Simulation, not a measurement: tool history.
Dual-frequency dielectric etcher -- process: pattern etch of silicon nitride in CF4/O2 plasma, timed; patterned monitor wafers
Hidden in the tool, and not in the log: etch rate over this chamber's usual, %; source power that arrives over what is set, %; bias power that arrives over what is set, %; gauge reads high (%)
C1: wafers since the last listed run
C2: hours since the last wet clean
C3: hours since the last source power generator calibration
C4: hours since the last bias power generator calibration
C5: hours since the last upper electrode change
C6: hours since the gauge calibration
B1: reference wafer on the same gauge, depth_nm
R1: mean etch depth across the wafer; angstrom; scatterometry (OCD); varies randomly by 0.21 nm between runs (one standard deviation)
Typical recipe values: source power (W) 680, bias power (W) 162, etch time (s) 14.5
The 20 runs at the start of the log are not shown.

run 21 day=63.125 | source_power_(W)=680 bias_power_(W)=162 etch_time_(s)=13.0 | C1=1350 C2=481.4 C3=907.1 C4=832.2 C5=176.8 C6=787.8 | B1=32.67 | R1=303.7
-- day=64.479 wet clean of the chamber
run 22 day=74.629 | source_power_(W)=680 bias_power_(W)=162 etch_time_(s)=15.5 | C1=3336 C2=243.6 C3=1183.2 C4=1108.3 C5=452.9 C6=1063.9 | B1=32.60 | R1=364.3
run 23 day=77.308 | source_power_(W)=580 bias_power_(W)=125 etch_time_(s)=13.0 | C1=851 C2=307.9 C3=1247.5 C4=1172.6 C5=517.2 C6=1128.2 | B1=32.58 | R1=243.8
run 24 day=79.854 | source_power_(W)=770 bias_power_(W)=162 etch_time_(s)=14.5 | C1=808 C2=369.0 C3=1308.6 C4=1233.7 C5=578.3 C6=1189.3 | B1=32.69 | R1=378.6
run 25 day=81.683 | source_power_(W)=680 bias_power_(W)=162 etch_time_(s)=14.5 | C1=581 C2=412.9 C3=1352.5 C4=1277.6 C5=622.2 C6=1233.2 | B1=32.63 | R1=338.3
run 26 day=84.258 | source_power_(W)=760 bias_power_(W)=162 etch_time_(s)=11.5 | C1=818 C2=474.7 C3=1414.3 C4=1339.4 C5=684.0 C6=1295.0 | B1=32.62 | R1=292.4
run 27 day=85.929 | source_power_(W)=680 bias_power_(W)=162 etch_time_(s)=14.5 | C1=530 C2=514.8 C3=1454.4 C4=1379.5 C5=724.1 C6=1335.1 | B1=32.60 | R1=336.6
run 28 day=87.992 | source_power_(W)=680 bias_power_(W)=188 etch_time_(s)=18.0 | C1=655 C2=564.3 C3=1503.9 C4=1429.0 C5=773.6 C6=1384.6 | B1=32.58 | R1=448.3
-- day=91.304 wet clean of the chamber
run 29 day=91.725 | source_power_(W)=750 bias_power_(W)=162 etch_time_(s)=14.5 | C1=868 C2=10.1 C3=1593.5 C4=1518.6 C5=863.2 C6=1474.2 | B1=32.65 | R1=367.2
run 30 day=94.396 | source_power_(W)=610 bias_power_(W)=133 etch_time_(s)=14.5 | C1=848 C2=74.2 C3=1657.6 C4=1582.7 C5=927.3 C6=1538.3 | B1=32.57 | R1=290.6

What if the next run were any one of these 4? Each begins from the tool's condition after run 30:
run A day=94.412 | source_power_(W)=680 bias_power_(W)=162 etch_time_(s)=14.5 | C1=5 C2=74.6 C3=1658.0 C4=1583.1 C5=927.7 C6=1538.7 | B1=? | R1=?
run B day=94.412 | source_power_(W)=610 bias_power_(W)=177 etch_time_(s)=14.5 | C1=5 C2=74.6 C3=1658.0 C4=1583.1 C5=927.7 C6=1538.7 | B1=? | R1=?
run C day=94.412 | source_power_(W)=680 bias_power_(W)=162 etch_time_(s)=18.0 | C1=5 C2=74.6 C3=1658.0 C4=1583.1 C5=927.7 C6=1538.7 | B1=? | R1=?
run D day=94.412 | source_power_(W)=680 bias_power_(W)=193 etch_time_(s)=14.5 | C1=5 C2=74.6 C3=1658.0 C4=1583.1 C5=927.7 C6=1538.7 | B1=? | R1=?

run=A B1=32.55 R1=342.9
run=B B1=32.55 R1=323.5
run=C B1=32.55 R1=425.7
run=D B1=32.55 R1=365.6
Without the tool's unlogged condition, the same runs would have read:
run=A R1=342.9
run=B R1=323.5
run=C R1=425.7
run=D R1=365.6
